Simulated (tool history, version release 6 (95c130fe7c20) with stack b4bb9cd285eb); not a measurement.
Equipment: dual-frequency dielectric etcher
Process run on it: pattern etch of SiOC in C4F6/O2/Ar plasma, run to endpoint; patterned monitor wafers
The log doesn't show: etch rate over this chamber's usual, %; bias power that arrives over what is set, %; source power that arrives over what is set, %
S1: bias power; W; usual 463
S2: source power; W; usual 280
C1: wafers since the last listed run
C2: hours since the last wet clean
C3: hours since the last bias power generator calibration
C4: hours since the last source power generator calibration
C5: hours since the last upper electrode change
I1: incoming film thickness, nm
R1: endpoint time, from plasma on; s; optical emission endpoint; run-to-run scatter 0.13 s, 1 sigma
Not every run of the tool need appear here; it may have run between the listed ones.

run	day	S1	S2	C1	C2	C3	C4	C5	I1	R1
1	0	463	280	0	561.3	3008.6	2425.4	2785.8	51.8	21.3
# day 3.7: wet clean of the chamber
2	3.996	463	280	1180	7.1	3104.5	2521.3	2881.7	52	19.4
3	5.775	463	280	701	49.8	3147.2	2564	2924.4	51.5	19
4	7.517	463	280	686	91.6	3189	2605.8	2966.2	51.5	19.2
5	9.433	463	280	755	137.6	3235	2651.8	3012.2	51.5	19.2
6	11.038	463	280	632	176.1	3273.5	2690.3	3050.7	51.6	19.1
7	13.554	463	280	991	236.5	3333.9	2750.7	3111.1	51.6	19.3
8	15.925	398	280	934	293.4	3390.8	2807.6	3168	51.7	20.8
# day 18.55: wet clean of the chamber, repeated, since the last time left the tool worse
9	18.571	506	240	648	0.5	3454.3	2871.1	3231.5	51.8	21.7
10	18.871	506	240	118	7.7	3461.5	2878.3	3238.7	51	21.2
11	21.558	506	240	1058	72.2	3526	2942.8	3303.2	51.7	22
12	22.596	463	280	408	97.1	3550.9	2967.7	3328.1	51.7	20.6
13	23.896	463	280	512	128.3	3582.1	2998.9	3359.3	51.3	20.5
14	25.242	463	280	530	160.6	3614.4	3031.2	3391.6	50.9	20.4
15	26.938	463	280	668	201.3	3655.1	3071.9	3432.3	52.1	21
16	28.962	420	330	797	249.9	3703.7	3120.5	3480.9	51.4	19.8
# day 31.108: upper electrode replaced
17	31.129	411	280	459	301.9	3755.7	3172.5	0.5	51.8	22.2
18	32.871	390	280	686	343.7	3797.5	3214.3	42.3	51.6	22.6
# day 35.317: source power generator calibrated
19	35.471	463	280	958	406.1	3859.9	3.7	104.7	51.6	20.8
20	37.017	463	320	609	443.2	3897	40.8	141.8	51.3	19.4
21	38.908	429	310	745	488.6	3942.4	86.2	187.2	51.2	20.6
# day 40.404: wet clean of the chamber
22	40.592	463	280	269	4.5	3982.8	126.6	227.6	51.3	20.2
# day 42.408: bias power generator calibrated
23	43.062	555	340	907	63.8	15.7	185.9	286.9	51.5	17.2
24	44.742	498	330	661	104.1	56	226.2	327.2	51.4	18.1
25	47.012	376	320	894	158.6	110.5	280.7	381.7	51.8	21.1
26	49.338	463	220	916	214.4	166.3	336.5	437.5	51.7	24.5
27	51.388	463	280	807	263.6	215.5	385.7	486.7	51.5	20.6
28	59.858	515	300	3337	466.9	418.8	589	690	51.9	19.4
29	61.117	463	280	495	497.1	449	619.2	720.2	51.4	21.4
# day 63.258: wet clean of the chamber
30	63.279	431	320	458	0.5	500.9	671.1	772.1	51.4	19.7
31	63.988	571	300	279	17.5	517.9	688.1	789.1	51.6	17.8
32	65.1	545	230	438	44.2	544.6	714.8	815.8	51.4	21.1
33	66.683	463	280	623	82.2	582.6	752.8	853.8	51.3	20.6

Run 34 has not been measured yet. What should we expect?
34	69.483	383	230	1103	149.4	649.8	820	921	51.9	?

R1: 26 s
The same run, on a tool lacking any hidden state, would have yielded R1 25.7 s.

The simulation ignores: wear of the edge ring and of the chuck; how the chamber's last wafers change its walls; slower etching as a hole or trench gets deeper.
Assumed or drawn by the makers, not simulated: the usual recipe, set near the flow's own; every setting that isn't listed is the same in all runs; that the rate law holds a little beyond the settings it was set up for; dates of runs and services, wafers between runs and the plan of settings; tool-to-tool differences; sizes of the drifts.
